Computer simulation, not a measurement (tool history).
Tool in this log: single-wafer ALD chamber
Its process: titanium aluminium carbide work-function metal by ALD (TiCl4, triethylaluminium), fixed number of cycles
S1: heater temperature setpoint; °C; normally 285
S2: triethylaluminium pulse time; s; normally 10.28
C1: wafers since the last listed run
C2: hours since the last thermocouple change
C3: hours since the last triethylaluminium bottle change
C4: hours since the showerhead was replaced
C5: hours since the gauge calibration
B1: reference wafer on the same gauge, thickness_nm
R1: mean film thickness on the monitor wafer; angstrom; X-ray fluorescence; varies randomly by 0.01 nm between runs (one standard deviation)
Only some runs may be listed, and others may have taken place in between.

{"run": 1, "hour": 0.0, "S1": 285, "S2": 10.28, "C1": 0, "C2": 2598.1, "C3": 840, "C4": 4653.2, "C5": 371.7, "B1": 1.849, "R1": 17.05}
{"run": 2, "hour": 21.5, "S1": 285, "S2": 10.28, "C1": 279, "C2": 2619.6, "C3": 861.5, "C4": 4674.7, "C5": 393.2, "B1": 1.85, "R1": 17.16}
{"run": 3, "hour": 40.3, "S1": 291, "S2": 10.28, "C1": 243, "C2": 2638.4, "C3": 880.3, "C4": 4693.5, "C5": 412, "B1": 1.849, "R1": 17.61}
{"run": 4, "hour": 60.4, "S1": 291, "S2": 10.28, "C1": 260, "C2": 2658.5, "C3": 900.4, "C4": 4713.6, "C5": 432.1, "B1": 1.855, "R1": 17.81}
{"run": 5, "hour": 85.8, "S1": 291, "S2": 10.28, "C1": 329, "C2": 2683.9, "C3": 925.8, "C4": 4739, "C5": 457.5, "B1": 1.851, "R1": 17.63}
{"run": 6, "hour": 111.6, "S1": 285, "S2": 10.28, "C1": 334, "C2": 2709.7, "C3": 951.6, "C4": 4764.8, "C5": 483.3, "B1": 1.851, "R1": 17.1}
{"hour": 125.7, "done": "gauge calibrated"}
{"run": 7, "hour": 127.5, "S1": 285, "S2": 10.28, "C1": 206, "C2": 2725.6, "C3": 967.5, "C4": 4780.7, "C5": 1.8, "B1": 1.851, "R1": 17.13}
{"hour": 141.0, "done": "showerhead replaced"}
{"run": 8, "hour": 161.6, "S1": 285, "S2": 10.28, "C1": 338, "C2": 2759.7, "C3": 1001.6, "C4": 20.6, "C5": 35.9, "B1": 1.851, "R1": 17.08}
{"run": 9, "hour": 183.8, "S1": 285, "S2": 10.28, "C1": 288, "C2": 2781.9, "C3": 1023.8, "C4": 42.8, "C5": 58.1, "B1": 1.85, "R1": 17.19}
{"hour": 197.7, "done": "thermocouple changed; heater temperature recalibrated"}
{"run": 10, "hour": 215.8, "S1": 290, "S2": 7.78, "C1": 311, "C2": 18.1, "C3": 1055.8, "C4": 74.8, "C5": 90.1, "B1": 1.851, "R1": 15.7}
{"run": 11, "hour": 243.8, "S1": 291, "S2": 11.96, "C1": 363, "C2": 46.1, "C3": 1083.8, "C4": 102.8, "C5": 118.1, "B1": 1.85, "R1": 18.27}
{"run": 12, "hour": 276.9, "S1": 276, "S2": 13.36, "C1": 429, "C2": 79.2, "C3": 1116.9, "C4": 135.9, "C5": 151.2, "B1": 1.852, "R1": 17.34}
{"hour": 294.3, "done": "triethylaluminium bottle replaced"}
{"run": 13, "hour": 294.8, "S1": 285, "S2": 10.28, "C1": 128, "C2": 97.1, "C3": 0.5, "C4": 153.8, "C5": 169.1, "B1": 1.853, "R1": 18.83}
{"run": 14, "hour": 328.6, "S1": 271, "S2": 6.89, "C1": 438, "C2": 130.9, "C3": 34.3, "C4": 187.6, "C5": 202.9, "B1": 1.847, "R1": 15.95}
{"run": 15, "hour": 343.2, "S1": 285, "S2": 8.75, "C1": 189, "C2": 145.5, "C3": 48.9, "C4": 202.2, "C5": 217.5, "B1": 1.849, "R1": 18.32}
{"run": 16, "hour": 373.1, "S1": 285, "S2": 10.28, "C1": 388, "C2": 175.4, "C3": 78.8, "C4": 232.1, "C5": 247.4, "B1": 1.849, "R1": 18.71}
{"run": 17, "hour": 408.7, "S1": 290, "S2": 7.68, "C1": 462, "C2": 211, "C3": 114.4, "C4": 267.7, "C5": 283, "B1": 1.85, "R1": 18}

Give the tool's hidden conditions for every run:
wafer temperature above the value expected at the setpoint (K): 0 at every run
gauge reads high (%): 0 at every run
H1: triethylaluminium dose above that of a fresh bottle (%)
run=1 H1=-36.8
run=2 H1=-37.1
run=3 H1=-37.3
run=4 H1=-37.4
run=5 H1=-37.7
run=6 H1=-37.9
run=7 H1=-38
run=8 H1=-38.2
run=9 H1=-38.4
run=10 H1=-38.6
run=11 H1=-38.7
run=12 H1=-38.9
run=13 H1=-1.38
run=14 H1=-4.54
run=15 H1=-5.82
run=16 H1=-8.29
run=17 H1=-11

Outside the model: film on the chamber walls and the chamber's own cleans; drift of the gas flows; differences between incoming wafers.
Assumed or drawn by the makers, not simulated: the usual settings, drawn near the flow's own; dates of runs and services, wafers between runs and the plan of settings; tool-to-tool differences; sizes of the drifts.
